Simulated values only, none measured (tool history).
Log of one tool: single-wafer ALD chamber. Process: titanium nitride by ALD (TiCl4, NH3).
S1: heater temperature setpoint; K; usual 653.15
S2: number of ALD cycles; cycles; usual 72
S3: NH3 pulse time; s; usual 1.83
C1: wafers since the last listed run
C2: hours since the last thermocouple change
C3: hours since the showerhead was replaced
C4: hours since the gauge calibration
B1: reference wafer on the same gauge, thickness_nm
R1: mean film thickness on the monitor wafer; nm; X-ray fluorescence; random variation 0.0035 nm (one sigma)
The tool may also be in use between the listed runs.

Run 1, hour 0: usual settings; C1 0; C2 2154.5; C3 6283.7; C4 107.8; B1 1.48. Result: R1 1.401 nm.
Run 2, hour 170.9: usual settings but S1 656.15 K; C1 809; C2 2325.4; C3 6454.6; C4 278.7; B1 1.48. Result: R1 1.405 nm.
Run 3, hour 203.6: usual settings; C1 154; C2 2358.1; C3 6487.3; C4 311.4; B1 1.479. Result: R1 1.399 nm.
Run 4, hour 274.2: usual settings; C1 334; C2 2428.7; C3 6557.9; C4 382; B1 1.479. Result: R1 1.404 nm.
Run 5, hour 324.1: usual settings; C1 236; C2 2478.6; C3 6607.8; C4 431.9; B1 1.48. Result: R1 1.402 nm.
Run 6, hour 379.4: usual settings; C1 261; C2 2533.9; C3 6663.1; C4 487.2; B1 1.481. Result: R1 1.403 nm.
Run 7, hour 413.6: usual settings; C1 161; C2 2568.1; C3 6697.3; C4 521.4; B1 1.482. Result: R1 1.4 nm.
At hour 467: gauge calibrated.
Run 8, hour 473.6: usual settings but S1 644.15 K, S2 77 cycles, S3 2.51 s; C1 284; C2 2628.1; C3 6757.3; C4 6.6; B1 1.48. Result: R1 1.513 nm.
At hour 494.7: thermocouple changed; heater temperature recalibrated.
Run 9, hour 514.5: usual settings but S1 642.15 K, S2 82 cycles, S3 2.37 s; C1 155; C2 19.8; C3 6798.2; C4 47.5; B1 1.48. Result: R1 1.592 nm.
Run 10, hour 583.3: usual settings but S2 85 cycles, S3 2.53 s; C1 325; C2 88.6; C3 6867; C4 116.3; B1 1.48. Result: R1 1.68 nm.
Run 11, hour 638.4: usual settings but S2 78 cycles, S3 2.1 s; C1 260; C2 143.7; C3 6922.1; C4 171.4; B1 1.481. Result: R1 1.532 nm.
At hour 658: showerhead replaced.
Run 12, hour 673.8: usual settings but S1 668.15 K, S2 84 cycles, S3 2.46 s; C1 129; C2 179.1; C3 15.8; C4 206.8; B1 1.481. Result: R1 1.69 nm.
Run 13, hour 742.3: usual settings; C1 324; C2 247.6; C3 84.3; C4 275.3; B1 1.481. Result: R1 1.397 nm.
Run 14, hour 782.6: usual settings; C1 190; C2 287.9; C3 124.6; C4 315.6; B1 1.48. Result: R1 1.396 nm.
Run 15, hour 848.7: usual settings but S1 641.15 K, S2 58 cycles; C1 312; C2 354; C3 190.7; C4 381.7; B1 1.48. Result: R1 1.105 nm.

Forecast each of these 3 alternatives for the next run:
Run A, hour 849.3: usual settings; C1 2; C2 354.6; C3 191.3; C4 382.3; B1 ?. Result: R1 ?.
Run B, hour 849.3: usual settings but S1 662.15 K, S2 81 cycles, S3 1.59 s; C1 2; C2 354.6; C3 191.3; C4 382.3; B1 ?. Result: R1 ?.
Run C, hour 849.3: usual settings but S2 82 cycles, S3 1.55 s; C1 2; C2 354.6; C3 191.3; C4 382.3; B1 ?. Result: R1 ?.

run     B1     R1
  A  1.481    1.4
  B  1.481  1.577
  C  1.481  1.575
Without the tool's hidden state the same runs would have given:
run     R1
  A    1.4
  B  1.577
  C  1.575

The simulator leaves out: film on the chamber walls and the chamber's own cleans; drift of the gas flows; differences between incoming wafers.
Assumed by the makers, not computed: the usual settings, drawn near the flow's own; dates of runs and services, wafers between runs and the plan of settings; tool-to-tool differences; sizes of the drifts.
